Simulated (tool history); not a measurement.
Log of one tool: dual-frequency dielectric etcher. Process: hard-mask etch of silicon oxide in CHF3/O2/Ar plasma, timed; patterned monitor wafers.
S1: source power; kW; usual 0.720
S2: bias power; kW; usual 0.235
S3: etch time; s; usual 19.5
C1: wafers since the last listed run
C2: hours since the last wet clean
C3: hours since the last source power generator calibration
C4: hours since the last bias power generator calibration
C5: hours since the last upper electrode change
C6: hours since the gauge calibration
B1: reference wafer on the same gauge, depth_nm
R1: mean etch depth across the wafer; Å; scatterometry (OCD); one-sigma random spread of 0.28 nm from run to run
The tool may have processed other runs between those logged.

run    hour     S1     S2    S3    C1     C2      C3      C4      C5      C6     B1     R1
  1     0.0  0.720  0.235  19.5     0  424.9   904.4  2746.3  1510.2  1601.0  51.53  451.7
  2    73.7  0.720  0.235  19.5   863  498.6   978.1  2820.0  1583.9  1674.7  51.50  455.4
      164.2  -- wet clean of the chamber
  3   173.5  0.720  0.235  19.5   888    9.3  1077.9  2919.8  1683.7  1774.5  51.54  456.4
  4   243.8  0.720  0.235  19.5   824   79.6  1148.2  2990.1  1754.0  1844.8  51.50  456.2
  5   331.4  0.720  0.235  17.5  1026  167.2  1235.8  3077.7  1841.6  1932.4  51.53  414.1
  6   394.3  0.720  0.235  17.5   737  230.1  1298.7  3140.6  1904.5  1995.3  51.57  406.5
  7   495.6  0.720  0.235  17.0  1187  331.4  1400.0  3241.9  2005.8  2096.6  51.58  397.8
  8   575.7  0.720  0.235  17.0   938  411.5  1480.1  3322.0  2085.9  2176.7  51.54  400.4
  9   651.9  0.720  0.235  17.0   893  487.7  1556.3  3398.2  2162.1  2252.9  51.48  399.4
 10   740.8  0.720  0.235  19.5  1042  576.6  1645.2  3487.1  2251.0  2341.8  51.41  459.4
      773.7  -- wet clean of the chamber
      777.0  -- bias power generator calibrated
      808.2  -- source power generator calibrated
 11   837.0  0.770  0.235  19.5   760   63.3    28.8    60.0  2347.2  2438.0  51.46  471.1
 12   905.5  0.770  0.235  19.5   802  131.8    97.3   128.5  2415.7  2506.5  51.35  470.2
 13   975.0  0.660  0.192  16.0   814  201.3   166.8   198.0  2485.2  2576.0  51.48  346.8
 14  1040.8  0.570  0.235  15.5   771  267.1   232.6   263.8  2551.0  2641.8  51.64  334.3
     1110.3  -- gauge calibrated
 15  1124.9  0.720  0.211  19.5   985  351.2   316.7   347.9  2635.1    14.6  51.50  448.1
 16  1208.1  0.720  0.235  19.5   975  434.4   399.9   431.1  2718.3    97.8  51.52  458.8
     1252.9  -- upper electrode replaced
 17  1289.3  0.720  0.235  19.5   670  515.6   481.1   512.3    36.4   179.0  51.62  459.6
 18  1335.1  0.610  0.212  25.0   536  561.4   526.9   558.1    82.2   224.8  51.63  532.7
 19  1373.6  0.720  0.207  23.5   451  599.9   565.4   596.6   120.7   263.3  51.37  536.1
     1435.3  -- wet clean of the chamber
 20  1435.8  0.830  0.235  17.0   447    0.5   627.6   658.8   182.9   325.5  51.40  422.3
 21  1474.4  0.580  0.263  22.0   452   39.1   666.2   697.4   221.5   364.1  51.46  485.1
 22  1513.8  0.720  0.207  23.5   461   78.5   705.6   736.8   260.9   403.5  51.54  535.2
 23  1572.4  0.860  0.179  19.5   686  137.1   764.2   795.4   319.5   462.1  51.35  469.5
 24  1641.8  0.610  0.250  23.5   813  206.5   833.6   864.8   388.9   531.5  51.59  523.6
 25  1714.9  0.550  0.189  17.0   856  279.6   906.7   937.9   462.0   604.6  51.31  344.2
 26  1765.7  0.720  0.235  19.5   595  330.4   957.5   988.7   512.8   655.4  51.50  457.7
 27  1810.8  0.820  0.214  15.0   528  375.5  1002.6  1033.8   557.9   700.5  51.51  367.2
 28  1847.0  0.720  0.235  19.5   424  411.7  1038.8  1070.0   594.1   736.7  51.46  457.3
 29  1915.5  0.720  0.235  19.5   802  480.2  1107.3  1138.5   662.6   805.2  51.60  455.9
     1959.8  -- wet clean of the chamber
 30  1993.4  0.590  0.235  19.5   631   33.6  1185.2  1216.4   740.5   883.1  51.55  418.5

What if the next run were any one of these 4? Each begins from the tool's condition after run 30:
  A  1993.8  0.720  0.235  19.5   4  34.0  1185.6  1216.8  740.9  883.5   ?   ?
  B  1993.8  0.590  0.199  19.5   4  34.0  1185.6  1216.8  740.9  883.5   ?   ?
  C  1993.8  0.790  0.235  25.0   4  34.0  1185.6  1216.8  740.9  883.5   ?   ?
  D  1993.8  0.560  0.283  22.5   4  34.0  1185.6  1216.8  740.9  883.5   ?   ?

run     B1     R1
  A  51.56  455.6
  B  51.56  408.9
  C  51.56  605.5
  D  51.56  495.4
The same runs, with their run-to-run variation unchanged, on a tool lacking any hidden condition would have given:
run     R1
  A  455.6
  B  408.9
  C  605.5
  D  495.4
